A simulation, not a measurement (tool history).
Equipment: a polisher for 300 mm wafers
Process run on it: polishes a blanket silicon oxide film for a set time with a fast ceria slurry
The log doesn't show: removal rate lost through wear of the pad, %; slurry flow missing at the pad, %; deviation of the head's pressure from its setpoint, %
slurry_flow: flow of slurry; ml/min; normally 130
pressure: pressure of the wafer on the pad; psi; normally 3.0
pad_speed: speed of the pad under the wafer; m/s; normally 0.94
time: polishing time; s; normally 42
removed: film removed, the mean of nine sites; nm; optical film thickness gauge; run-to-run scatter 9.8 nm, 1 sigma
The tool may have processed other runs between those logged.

| run | hour | slurry_flow | pressure | pad_speed | time | wafers since the last listed run | wafers polished on this pad | hours since the slurry nozzle was cleaned | hours since the head pressure was calibrated | incoming thickness of the incoming film, nm | removed |
|---|---|---|---|---|---|---|---|---|---|---|---|
| 1 | 0.0 | 130 | 3.0 | 0.94 | 42 | 0 | 1190 | 427.8 | 760.2 | 3193.9 | 669.8 |
|  | 39.8 | worn pad replaced by a new one |
| 2 | 68.6 | 130 | 3.0 | 0.94 | 42 | 1031 | 460 | 496.4 | 828.8 | 3200.3 | 678.0 |
| 3 | 109.6 | 130 | 3.0 | 0.94 | 42 | 654 | 1115 | 537.4 | 869.8 | 3197.7 | 654.4 |
| 4 | 162.7 | 130 | 3.0 | 0.94 | 42 | 847 | 1963 | 590.5 | 922.9 | 3127.4 | 603.0 |
|  | 182.2 | worn pad replaced by a new one |
| 5 | 228.8 | 130 | 3.0 | 0.94 | 42 | 991 | 744 | 656.6 | 989.0 | 3239.6 | 645.2 |
| 6 | 276.8 | 130 | 3.0 | 0.94 | 42 | 766 | 1511 | 704.6 | 1037.0 | 3186.2 | 617.7 |
|  | 291.0 | worn pad replaced by a new one |
|  | 301.4 | head pressure recalibrated |
| 7 | 338.3 | 130 | 3.0 | 0.94 | 42 | 886 | 723 | 766.1 | 36.9 | 3129.5 | 707.2 |
| 8 | 363.5 | 130 | 3.6 | 0.94 | 42 | 402 | 1126 | 791.3 | 62.1 | 3200.8 | 851.7 |

What will run 9 give?
| 9 | 410.1 | 130 | 3.0 | 0.94 | 42 | 744 | 1870 | 837.9 | 108.7 | 3218.7 | ? |

Run 9 came out at removed 668.0 nm.
On a tool with no hidden condition, and with the same random variation, this run would have come out at removed 771.5 nm.

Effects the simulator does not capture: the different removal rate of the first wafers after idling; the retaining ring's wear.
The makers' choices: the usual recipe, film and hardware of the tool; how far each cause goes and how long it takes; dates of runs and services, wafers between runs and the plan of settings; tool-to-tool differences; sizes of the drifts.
